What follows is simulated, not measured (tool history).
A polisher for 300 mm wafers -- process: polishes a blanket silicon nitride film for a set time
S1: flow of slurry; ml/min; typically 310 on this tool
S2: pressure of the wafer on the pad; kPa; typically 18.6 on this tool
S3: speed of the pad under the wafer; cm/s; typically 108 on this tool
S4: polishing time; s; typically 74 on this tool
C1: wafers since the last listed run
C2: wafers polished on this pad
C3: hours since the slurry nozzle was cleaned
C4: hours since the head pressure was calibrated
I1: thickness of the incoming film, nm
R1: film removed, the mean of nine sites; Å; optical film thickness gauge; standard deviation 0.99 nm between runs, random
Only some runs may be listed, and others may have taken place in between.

run   hour   S1    S2   S3  S4   C1    C2     C3      C4     I1    R1
  1      0  310  20.7  108  74    0   200  178.4  1373.3  499.6  1367
  2   16.9  310  18.6  108  74  136   336  195.3  1390.2  506.3  1244
  3   26.2  310  18.6  108  74   74   411  204.6  1399.5  498.3  1248
  4   43.2  310  18.6  108  74  137   548  221.6  1416.5  491.3  1249
  5   60.4  310  18.6   86  93  138   687  238.8  1433.7  507.8  1289
      85.1  -- head pressure recalibrated
  6   89.1  310  18.6   86  93  215   902  267.5       4  508.9  1320
      91.3  -- slurry nozzle cleaned
  7  103.3  310  18.6   86  93  106  1008     12    18.2  497.3  1295
  8    114  310  18.6  128  74   86  1095   22.7    28.9  505.5  1421
  9  129.3  310  18.6  108  74  123  1218     38    44.2    507  1256
     133.8  -- worn pad replaced by a new one
 10  164.8  240  23.4  108  62  254   249   73.5    79.7  499.6  1260
 11  179.3  310  18.6   84  64  116   366     88    94.2  496.1   888

Run 12 comes next. What will it give?
 12  185.6  355  18.6  146  96  50  417  94.3  100.5  498.3   ?

Run 12 measured R1 2091 Å.
Minus the tool's unlogged condition, the same run would have read R1 2091 Å.

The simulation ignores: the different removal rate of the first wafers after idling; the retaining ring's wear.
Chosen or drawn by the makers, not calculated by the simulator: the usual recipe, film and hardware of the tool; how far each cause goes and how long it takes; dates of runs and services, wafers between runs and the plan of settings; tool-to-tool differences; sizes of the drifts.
